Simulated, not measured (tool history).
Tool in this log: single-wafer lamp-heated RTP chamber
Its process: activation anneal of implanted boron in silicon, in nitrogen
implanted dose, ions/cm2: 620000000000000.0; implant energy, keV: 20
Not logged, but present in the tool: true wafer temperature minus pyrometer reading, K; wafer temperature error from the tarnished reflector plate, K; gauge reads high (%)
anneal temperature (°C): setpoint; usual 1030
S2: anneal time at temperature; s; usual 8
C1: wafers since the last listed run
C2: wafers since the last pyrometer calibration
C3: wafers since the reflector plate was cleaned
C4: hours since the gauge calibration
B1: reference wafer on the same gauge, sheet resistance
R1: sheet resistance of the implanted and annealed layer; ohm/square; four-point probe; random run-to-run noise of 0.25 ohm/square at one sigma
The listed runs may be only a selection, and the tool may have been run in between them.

run 1 hour=0.0 | anneal_temperature_(°C)=1048 S2=5 | C1=0 C2=4780 C3=8841 C4=1476.9 | B1=190.03 | R1=166.26
run 2 hour=190.8 | anneal_temperature_(°C)=1030 S2=8 | C1=4619 C2=9400 C3=13461 C4=1667.7 | B1=189.93 | R1=166.54
-- hour=244.2 reflector plate cleaned
-- hour=264.6 pyrometer window cleaned and pyrometer calibrated
run 3 hour=364.0 | anneal_temperature_(°C)=1030 S2=8 | C1=3806 C2=2407 C3=2706 C4=1840.9 | B1=190.04 | R1=167.35
-- hour=378.1 gauge calibrated
run 4 hour=458.1 | anneal_temperature_(°C)=1030 S2=8 | C1=2278 C2=4685 C3=4985 C4=80.0 | B1=190.06 | R1=166.64
run 5 hour=533.6 | anneal_temperature_(°C)=1030 S2=8 | C1=1828 C2=6514 C3=6813 C4=155.5 | B1=189.96 | R1=167.40
run 6 hour=592.0 | anneal_temperature_(°C)=1030 S2=8 | C1=1414 C2=7928 C3=8227 C4=213.9 | B1=190.03 | R1=166.95
run 7 hour=686.6 | anneal_temperature_(°C)=1030 S2=8 | C1=2290 C2=10218 C3=10517 C4=308.5 | B1=190.05 | R1=166.95
-- hour=742.2 pyrometer window cleaned and pyrometer calibrated
run 8 hour=772.0 | anneal_temperature_(°C)=1030 S2=8 | C1=1874 C2=721 C3=12391 C4=393.9 | B1=190.00 | R1=166.97
run 9 hour=826.2 | anneal_temperature_(°C)=1030 S2=8 | C1=1312 C2=2033 C3=13704 C4=448.1 | B1=190.11 | R1=166.96
-- hour=835.9 reflector plate cleaned
run 10 hour=932.5 | anneal_temperature_(°C)=1030 S2=8 | C1=2380 C2=4413 C3=2339 C4=554.4 | B1=190.01 | R1=166.42
run 11 hour=976.8 | anneal_temperature_(°C)=1030 S2=8 | C1=1072 C2=5486 C3=3412 C4=598.7 | B1=190.01 | R1=166.80
run 12 hour=1019.0 | anneal_temperature_(°C)=1030 S2=5 | C1=1021 C2=6508 C3=4433 C4=640.9 | B1=189.96 | R1=167.31
run 13 hour=1081.1 | anneal_temperature_(°C)=1030 S2=5 | C1=1503 C2=8011 C3=5937 C4=703.0 | B1=189.97 | R1=167.51
run 14 hour=1133.4 | anneal_temperature_(°C)=1030 S2=8 | C1=1266 C2=9278 C3=7203 C4=755.3 | B1=189.97 | R1=166.10
run 15 hour=1223.5 | anneal_temperature_(°C)=1030 S2=8 | C1=2181 C2=11459 C3=9385 C4=845.4 | B1=190.06 | R1=166.08
-- hour=1306.5 reflector plate cleaned
-- hour=1320.5 pyrometer window cleaned and pyrometer calibrated
run 16 hour=1328.3 | anneal_temperature_(°C)=1030 S2=8 | C1=2150 C2=188 C3=333 C4=950.2 | B1=190.08 | R1=167.19
run 17 hour=1371.6 | anneal_temperature_(°C)=1016 S2=8 | C1=1048 C2=1236 C3=1381 C4=993.5 | B1=190.03 | R1=168.78
run 18 hour=1426.4 | anneal_temperature_(°C)=1057 S2=3 | C1=1326 C2=2563 C3=2708 C4=1048.3 | B1=190.06 | R1=166.22
run 19 hour=1501.5 | anneal_temperature_(°C)=1030 S2=8 | C1=1818 C2=4381 C3=4527 C4=1123.4 | B1=190.04 | R1=166.94
run 20 hour=1577.8 | anneal_temperature_(°C)=1030 S2=8 | C1=1847 C2=6229 C3=6374 C4=1199.7 | B1=189.92 | R1=166.40
run 21 hour=1667.8 | anneal_temperature_(°C)=1030 S2=8 | C1=2179 C2=8408 C3=8553 C4=1289.7 | B1=189.92 | R1=166.58
run 22 hour=1711.4 | anneal_temperature_(°C)=1002 S2=10 | C1=1055 C2=9464 C3=9609 C4=1333.3 | B1=189.96 | R1=169.50
run 23 hour=1787.5 | anneal_temperature_(°C)=1030 S2=6 | C1=1842 C2=11306 C3=11452 C4=1409.4 | B1=190.03 | R1=166.22
-- hour=1803.1 gauge calibrated
-- hour=1861.6 reflector plate cleaned
run 24 hour=1888.6 | anneal_temperature_(°C)=1057 S2=12 | C1=2254 C2=13561 C3=652 C4=85.5 | B1=190.07 | R1=164.15
-- hour=1932.6 pyrometer window cleaned and pyrometer calibrated
run 25 hour=1983.8 | anneal_temperature_(°C)=1010 S2=10 | C1=2111 C2=1238 C3=2764 C4=180.7 | B1=189.99 | R1=169.33
run 26 hour=2058.7 | anneal_temperature_(°C)=1030 S2=12 | C1=1813 C2=3052 C3=4577 C4=255.6 | B1=189.98 | R1=166.44
run 27 hour=2166.2 | anneal_temperature_(°C)=1014 S2=6 | C1=2602 C2=5655 C3=7180 C4=363.1 | B1=189.94 | R1=169.73
run 28 hour=2209.0 | anneal_temperature_(°C)=1015 S2=8 | C1=1036 C2=6691 C3=8217 C4=405.9 | B1=189.94 | R1=168.83
run 29 hour=2282.8 | anneal_temperature_(°C)=1030 S2=8 | C1=1786 C2=8478 C3=10003 C4=479.7 | B1=190.05 | R1=166.56
run 30 hour=2331.3 | anneal_temperature_(°C)=1030 S2=4 | C1=1174 C2=9652 C3=11178 C4=528.2 | B1=189.97 | R1=167.39
run 31 hour=2431.7 | anneal_temperature_(°C)=1030 S2=8 | C1=2430 C2=12083 C3=13609 C4=628.6 | B1=189.92 | R1=166.16
-- hour=2440.4 reflector plate cleaned
run 32 hour=2520.6 | anneal_temperature_(°C)=1058 S2=12 | C1=1958 C2=14042 C3=1941 C4=717.5 | B1=189.93 | R1=164.43
-- hour=2540.8 pyrometer window cleaned and pyrometer calibrated
run 33 hour=2617.5 | anneal_temperature_(°C)=1030 S2=10 | C1=2152 C2=1855 C3=4093 C4=814.4 | B1=190.00 | R1=166.31
run 34 hour=2698.5 | anneal_temperature_(°C)=1022 S2=6 | C1=1961 C2=3817 C3=6054 C4=895.4 | B1=189.92 | R1=168.29

Alternative continuations, all from the tool just after run 34; predict every row:
run A hour=2698.9 | anneal_temperature_(°C)=1030 S2=8 | C1=9 C2=3826 C3=6064 C4=895.8 | B1=? | R1=?
run B hour=2698.9 | anneal_temperature_(°C)=1039 S2=9 | C1=9 C2=3826 C3=6064 C4=895.8 | B1=? | R1=?
run C hour=2698.9 | anneal_temperature_(°C)=1054 S2=4 | C1=9 C2=3826 C3=6064 C4=895.8 | B1=? | R1=?
run D hour=2698.9 | anneal_temperature_(°C)=1003 S2=13 | C1=9 C2=3826 C3=6064 C4=895.8 | B1=? | R1=?
run E hour=2698.9 | anneal_temperature_(°C)=1019 S2=13 | C1=9 C2=3826 C3=6064 C4=895.8 | B1=? | R1=?

run=A B1=190.06 R1=166.84
run=B B1=190.06 R1=165.98
run=C B1=190.06 R1=166.11
run=D B1=190.06 R1=170.14
run=E B1=190.06 R1=167.23
Take away the tool's hidden state, keep each run's random variation, and the runs would have read:
run=A R1=166.98
run=B R1=166.08
run=C R1=166.17
run=D R1=170.54
run=E R1=167.42
